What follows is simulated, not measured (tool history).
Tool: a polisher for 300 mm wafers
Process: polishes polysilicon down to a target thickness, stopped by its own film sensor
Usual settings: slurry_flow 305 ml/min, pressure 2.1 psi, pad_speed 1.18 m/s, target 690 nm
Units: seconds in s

run	day	slurry_flow	pressure	pad_speed	target	incoming thickness of the incoming film, nm	seconds
1	0	355	2.1	1.18	690	1180.9	58
2	0.575	355	2.1	1.18	690	1175.5	54.8
# day 1.108: worn pad replaced by a new one
3	1.3	305	1.7	1.18	690	1172.1	70.9
4	1.917	305	1.7	1.18	690	1191.4	74.4
5	2.417	305	2.1	1.18	690	1186.5	58.3
6	2.829	305	2.1	1.18	690	1190.5	60.8
7	3.262	305	2.1	1.18	690	1179.3	59.6
# day 3.958: slurry nozzle cleaned
8	3.979	305	2.1	1.18	690	1198.9	60.9
9	4.308	305	2.1	1.46	690	1183.6	46.3
10	4.988	355	2.1	1.18	690	1179.4	60.7
11	5.242	305	2.5	1.52	599	1193.2	47.2
12	6.129	305	2.1	1.4	552	1179.1	64.8
# day 6.575: worn pad replaced by a new one
13	6.638	305	2.1	1.18	690	1178	58.4
# day 7.2: head pressure recalibrated
14	7.375	305	2.5	1.18	690	1199.1	52.4
15	7.821	305	2.1	1.56	772	1210	39.6
16	8.225	305	2.1	1.18	690	1207.3	64.6
17	8.792	225	2.1	1.3	619	1190.5	64.9
18	9.388	345	2.1	1.18	690	1191.2	60.8
19	9.796	305	2.1	0.96	690	1170	68.6

5 ways to go on from here, each from the tool as it stands after run 19. What would each give?
A	9.812	305	2.1	1.18	690	1172.5	?
B	9.812	260	1.4	1.18	690	1172.5	?
C	9.812	305	2.1	0.86	520	1172.5	?
D	9.812	305	1.6	0.8	690	1172.5	?
E	9.812	375	2.8	0.86	517	1172.5	?

run	seconds
A	59.1
B	90.1
C	109.6
D	114.4
E	81.2
Without the tool's hidden state the same runs would have given:
run	seconds
A	59.1
B	90.1
C	109.6
D	114.4
E	81.2
